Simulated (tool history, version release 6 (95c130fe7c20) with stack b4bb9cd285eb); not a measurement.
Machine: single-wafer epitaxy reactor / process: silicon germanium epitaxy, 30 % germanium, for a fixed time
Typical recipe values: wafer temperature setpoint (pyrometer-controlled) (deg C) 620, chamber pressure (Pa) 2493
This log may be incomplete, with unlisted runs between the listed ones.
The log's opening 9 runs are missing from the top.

run   hour  wafer temperature setpoint (pyrometer-controlled) (deg C)  chamber pressure (Pa)  wafers since the last listed run  hours since the last pyrometer calibration  hours since the last manometer calibration  hours since the showerhead was replaced  hours since the gauge calibration  read-back reference wafer on the same gauge, thickness_nm  mean film thickness on the monitor wafer (angstrom)
 10  109.1                                                        620                   2493                               154                                      2384.6                                        23.0                                   4062.1                              267.6                                                     64.987                                               833.32
     126.6  -- showerhead replaced
 11  127.1                                                        620                   2493                               107                                      2402.6                                        41.0                                      0.5                              285.6                                                     65.022                                               837.08
 12  129.3                                                        620                   2493                                23                                      2404.8                                        43.2                                      2.7                              287.8                                                     65.072                                               838.38
 13  136.2                                                        620                   2493                                74                                      2411.7                                        50.1                                      9.6                              294.7                                                     64.976                                               835.11
 14  153.8                                                        611                   2493                               189                                      2429.3                                        67.7                                     27.2                              312.3                                                     64.995                                               699.64
 15  164.8                                                        611                   2493                               118                                      2440.3                                        78.7                                     38.2                              323.3                                                     64.977                                               700.57
 16  181.1                                                        620                   2493                               175                                      2456.6                                        95.0                                     54.5                              339.6                                                     65.011                                               837.89
 17  190.1                                                        620                   2493                                96                                      2465.6                                       104.0                                     63.5                              348.6                                                     65.012                                               839.24
 18  203.1                                                        630                   2493                               139                                      2478.6                                       117.0                                     76.5                              361.6                                                     64.959                                              1025.48
 19  219.4                                                        620                   2493                               175                                      2494.9                                       133.3                                     92.8                              377.9                                                     64.956                                               840.90
     229.1  -- gauge calibrated
 20  235.7                                                        620                   2493                               175                                      2511.2                                       149.6                                    109.1                                6.6                                                     65.039                                               840.02
     251.0  -- pyrometer calibrated
 21  251.6                                                        632                   2240                                84                                         0.6                                       165.5                                    125.0                               22.5                                                     64.999                                               918.92
 22  267.0                                                        614                   2706                               165                                        16.0                                       180.9                                    140.4                               37.9                                                     65.013                                               689.44

Run 23 is up next; what results do you expect?
 23  284.5                                                        620                   2493                               188                                        33.5                                       198.4                                    157.9                               55.4                                                          ?                                                    ?

Run 23 gave read-back reference wafer on the same gauge, thickness_nm 65.004, mean film thickness on the monitor wafer (angstrom) 757.68.
With the hidden condition absent and the run-to-run variation left alone, this run would have shown mean film thickness on the monitor wafer (angstrom) 751.77.

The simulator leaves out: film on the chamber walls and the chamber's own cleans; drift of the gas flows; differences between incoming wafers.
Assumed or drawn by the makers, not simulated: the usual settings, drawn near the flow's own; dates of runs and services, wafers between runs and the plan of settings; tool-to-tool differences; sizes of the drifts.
